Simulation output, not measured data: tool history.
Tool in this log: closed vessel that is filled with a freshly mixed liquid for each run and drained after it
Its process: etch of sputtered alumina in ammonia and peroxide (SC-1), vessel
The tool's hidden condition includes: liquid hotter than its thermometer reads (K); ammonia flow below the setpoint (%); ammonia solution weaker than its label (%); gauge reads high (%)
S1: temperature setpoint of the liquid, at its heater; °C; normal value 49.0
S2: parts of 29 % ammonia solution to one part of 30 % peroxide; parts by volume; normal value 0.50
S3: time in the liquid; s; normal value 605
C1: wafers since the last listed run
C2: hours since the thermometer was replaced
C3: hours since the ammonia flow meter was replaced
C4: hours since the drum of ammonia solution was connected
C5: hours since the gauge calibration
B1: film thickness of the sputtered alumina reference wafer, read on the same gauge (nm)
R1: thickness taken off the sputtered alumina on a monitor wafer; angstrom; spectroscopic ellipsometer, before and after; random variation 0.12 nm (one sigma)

run	hour	S1	S2	S3	C1	C2	C3	C4	C5	B1	R1
1	0.0	49.0	0.50	605	0	2016.4	534.8	287.7	440.0	90.00	276.8
2	83.8	49.0	0.50	605	4141	2100.2	618.6	371.5	523.8	90.00	274.6
3	147.3	44.0	0.50	605	3137	2163.7	682.1	435.0	587.3	89.99	209.8
4	222.4	44.0	0.50	605	3711	2238.8	757.2	510.1	662.4	90.00	209.9
5	279.7	49.0	0.50	605	2831	2296.1	814.5	567.4	719.7	90.01	278.4
6	344.1	49.0	0.50	605	3182	2360.5	878.9	631.8	784.1	89.99	277.1
7	427.6	49.0	0.50	605	4126	2444.0	962.4	715.3	867.6	90.02	275.4
8	475.5	55.0	0.50	320	2367	2491.9	1010.3	763.2	915.5	90.01	203.5
9	576.0	55.0	0.50	320	4966	2592.4	1110.8	863.7	1016.0	90.03	203.7
# hour 577.9: new drum of ammonia solution connected
10	629.8	49.0	0.50	605	2609	2646.2	1164.6	51.9	1069.8	89.99	279.5
# hour 630.9: thermometer replaced
11	682.5	49.0	0.50	605	2554	51.6	1217.3	104.6	1122.5	90.01	290.7
# hour 769.1: gauge calibrated
12	789.9	49.0	0.50	390	5307	159.0	1324.7	212.0	20.8	89.98	188.3
# hour 823.3: thermometer replaced, repeated, since the last time left the tool worse
13	838.9	45.0	0.60	375	2371	15.6	1373.7	261.0	69.8	89.99	132.9
14	879.1	40.0	0.45	355	1986	55.8	1413.9	301.2	110.0	90.01	91.9
15	961.2	49.0	0.50	605	4057	137.9	1496.0	383.3	192.1	90.02	264.0
# hour 1009.3: ammonia flow meter replaced
16	1068.4	52.5	0.65	830	5247	245.1	59.1	490.5	299.3	90.00	454.1
17	1126.3	49.0	0.50	605	2861	303.0	117.0	548.4	357.2	90.00	267.3
18	1208.8	40.0	0.30	345	4076	385.5	199.5	630.9	439.7	90.00	86.4
# hour 1283.7: new drum of ammonia solution connected
19	1294.0	49.0	0.25	920	4160	470.7	284.7	10.3	524.9	90.00	382.6
20	1370.3	49.0	0.70	605	3770	547.0	361.0	86.6	601.2	90.02	276.5
21	1445.8	49.0	0.65	605	3730	622.5	436.5	162.1	676.7	90.00	275.4
22	1516.0	49.0	0.50	405	3469	692.7	506.7	232.3	746.9	89.99	178.9
23	1583.8	49.0	0.35	250	3350	760.5	574.5	300.1	814.7	90.00	107.5

Entry by entry between the runs, the difference in hidden state between the last listed run before and the first listed run after:
Between runs 9 and 10: new drum of ammonia solution connected (hour 577.9)
  liquid hotter than its thermometer reads (K): 0.986 -> 1
  the result without the hidden state subtracted from the measured one, R1: +10.4 -> +15.0 angstrom
Between runs 10 and 11: thermometer replaced (hour 630.9)
  liquid hotter than its thermometer reads (K): 1 -> 1.8
  the result without the hidden state subtracted from the measured one, R1: +15.0 -> +27.4 angstrom
Between runs 11 and 12: gauge calibrated (hour 769.1)
  liquid hotter than its thermometer reads (K): 1.8 -> 1.83
  the result without the hidden state subtracted from the measured one, R1: +27.4 -> +18.1 angstrom
Between runs 12 and 13: thermometer replaced, repeated, since the last time left the tool worse (hour 823.3)
  liquid hotter than its thermometer reads (K): 1.83 -> 0.0238
  the result without the hidden state subtracted from the measured one, R1: +18.1 -> +0.2 angstrom
Between runs 15 and 16: ammonia flow meter replaced (hour 1009.3)
  liquid hotter than its thermometer reads (K): 0.0635 -> 0.0983
  the result without the hidden state subtracted from the measured one, R1: +0.8 -> +2.5 angstrom
Between runs 18 and 19: new drum of ammonia solution connected (hour 1283.7)
  liquid hotter than its thermometer reads (K): 0.144 -> 0.171
  the result without the hidden state subtracted from the measured one, R1: +0.7 -> +3.6 angstrom
